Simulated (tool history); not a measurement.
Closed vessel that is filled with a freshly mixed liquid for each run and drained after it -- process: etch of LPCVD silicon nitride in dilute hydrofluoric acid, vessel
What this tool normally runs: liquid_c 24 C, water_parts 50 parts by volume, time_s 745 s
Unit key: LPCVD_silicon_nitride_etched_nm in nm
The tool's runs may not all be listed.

| run | hour | liquid_c | water_parts | time_s | read-back film thickness of the LPCVD silicon nitride reference wafer, read on the same gauge (nm) | LPCVD_silicon_nitride_etched_nm |
|---|---|---|---|---|---|---|
| 1 | 0 | 24 | 50 | 745 | 150.02 | 6.27 |
| 2 | 66 | 24 | 50 | 745 | 150 | 6.26 |
| 3 | 107 | 24 | 50 | 745 | 150 | 6.31 |
| 4 | 210.2 | 24 | 50 | 745 | 150.04 | 6.36 |
|  | 228.4 | thermometer replaced |
| 5 | 264.2 | 24 | 50 | 745 | 149.96 | 6.12 |
| 6 | 322.3 | 24 | 50 | 745 | 150.01 | 6.09 |
| 7 | 379.1 | 24 | 45 | 745 | 150 | 6.88 |
| 8 | 434.3 | 24 | 45 | 745 | 150 | 6.96 |
| 9 | 470.4 | 24 | 65 | 1050 | 149.97 | 6.76 |
| 10 | 530.9 | 22 | 50 | 560 | 149.99 | 4.09 |
| 11 | 633.7 | 22.5 | 40 | 745 | 150.02 | 7.06 |
| 12 | 722.9 | 22.5 | 40 | 745 | 150 | 7.17 |
| 13 | 810.8 | 22.5 | 40 | 745 | 149.99 | 7.15 |
|  | 833.2 | thermometer replaced |
| 14 | 861.3 | 24 | 35 | 745 | 149.99 | 8.69 |
| 15 | 916.1 | 24 | 50 | 745 | 150 | 6.24 |
|  | 955 | gauge calibrated |
| 16 | 993.6 | 24 | 50 | 745 | 150 | 6.22 |
|  | 1065.8 | hydrofluoric acid flow meter replaced |
| 17 | 1074.2 | 21 | 75 | 360 | 149.96 | 1.67 |

Run 18 has not been measured yet. What should we expect?
| 18 | 1121.4 | 24 | 50 | 445 | ? | ? |

Run 18 measured read-back film thickness of the LPCVD silicon nitride reference wafer, read on the same gauge (nm) 149.99, LPCVD_silicon_nitride_etched_nm 3.77 nm.
The same run, on a tool lacking any hidden state, would have yielded LPCVD_silicon_nitride_etched_nm 3.66 nm.
